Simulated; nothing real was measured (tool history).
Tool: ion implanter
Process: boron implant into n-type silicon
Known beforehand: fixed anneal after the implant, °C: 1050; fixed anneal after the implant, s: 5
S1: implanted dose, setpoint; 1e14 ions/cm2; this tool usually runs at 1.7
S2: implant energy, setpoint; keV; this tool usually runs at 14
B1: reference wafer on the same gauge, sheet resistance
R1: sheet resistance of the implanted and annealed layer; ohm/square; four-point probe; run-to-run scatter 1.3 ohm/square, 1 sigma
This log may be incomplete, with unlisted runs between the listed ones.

run 1 day=0 | S1=2.02 S2=14 | B1=622.13 | R1=468.7
run 2 day=0.825 | S1=2.02 S2=14 | B1=621.68 | R1=468.33
run 3 day=4.946 | S1=2.02 S2=14 | B1=622.08 | R1=469.7
run 4 day=6.108 | S1=1.7 S2=17.5 | B1=621.72 | R1=527.7
run 5 day=6.917 | S1=1.7 S2=17.5 | B1=622.12 | R1=527.36
run 6 day=8.004 | S1=1.7 S2=14 | B1=622.12 | R1=544.7
run 7 day=9.483 | S1=1.7 S2=16 | B1=622.03 | R1=537.32
run 8 day=10.658 | S1=1.7 S2=16 | B1=621.85 | R1=538.09
run 9 day=11.388 | S1=1.3 S2=11 | B1=621.73 | R1=702.87
-- day=12.408 gauge calibrated
run 10 day=12.883 | S1=1.7 S2=11.5 | B1=622.52 | R1=562.78
run 11 day=14.292 | S1=1.7 S2=15.5 | B1=622.08 | R1=546.46
run 12 day=15.217 | S1=1.7 S2=14 | B1=622.23 | R1=553.58
-- day=16.488 extraction supply calibrated
run 13 day=16.508 | S1=1.7 S2=14 | B1=622.13 | R1=557.6
run 14 day=17.221 | S1=1.98 S2=14 | B1=622.21 | R1=491.81
-- day=18.629 Faraday cup replaced and dose calibrated
run 15 day=20.738 | S1=2.07 S2=9.5 | B1=622.72 | R1=483.55
run 16 day=22.388 | S1=2.11 S2=11 | B1=622.2 | R1=468.48
run 17 day=23.804 | S1=2.18 S2=14 | B1=622.28 | R1=439.56

Alternative continuations, all from the tool just after run 17; predict every row:
run A day=23.821 | S1=1.7 S2=14 | B1=? | R1=?
run B day=23.821 | S1=1.7 S2=12.5 | B1=? | R1=?
run C day=23.821 | S1=1.26 S2=17 | B1=? | R1=?
run D day=23.821 | S1=1.29 S2=19 | B1=? | R1=?

run=A B1=621.65 R1=540.67
run=B B1=621.65 R1=548.69
run=C B1=621.65 R1=671.06
run=D B1=621.65 R1=647.86
With the hidden condition removed and each run's random variation left untouched, the same runs would have given:
run=A R1=536.68
run=B R1=544.64
run=C R1=666.28
run=D R1=643.27
